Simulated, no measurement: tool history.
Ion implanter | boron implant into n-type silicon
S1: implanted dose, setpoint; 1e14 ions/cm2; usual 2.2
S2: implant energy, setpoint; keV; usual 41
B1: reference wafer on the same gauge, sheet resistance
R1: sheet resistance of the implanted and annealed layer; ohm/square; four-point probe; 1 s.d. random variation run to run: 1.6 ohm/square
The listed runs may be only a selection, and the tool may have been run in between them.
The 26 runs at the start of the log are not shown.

run	day	S1	S2	B1	R1
27	96.654	2.41	47.5	492.2	407.31
28	100.846	2.2	41	492.56	441.65
29	105.258	2.63	51.5	493.05	380.44
30	109.429	2.2	41	493.9	436.6
31	112.429	2.43	33.5	492.88	423.79
32	114.2	2.2	41	492.66	438.19
33	117.783	2.51	47	493.17	397.95
34	120.746	2.73	46.5	492.73	376.59
35	124.554	2.74	46	492.87	375.17
36	126.317	2.2	41	493.06	439.3
37	128.862	1.59	41	493.36	542.31
38	132.917	2.79	33.5	493.07	384.68

Alternative continuations, all from the tool just after run 38; predict every row:
A	132.933	2.2	50.5	?	?
B	132.933	2.75	41	?	?
C	132.933	2.2	53.5	?	?

run	B1	R1
A	492.78	426.91
B	492.78	381.31
C	492.78	422.77
Stripped of hidden state, with their random variation kept, the same runs would have yielded:
run	R1
A	426.91
B	381.31
C	422.77

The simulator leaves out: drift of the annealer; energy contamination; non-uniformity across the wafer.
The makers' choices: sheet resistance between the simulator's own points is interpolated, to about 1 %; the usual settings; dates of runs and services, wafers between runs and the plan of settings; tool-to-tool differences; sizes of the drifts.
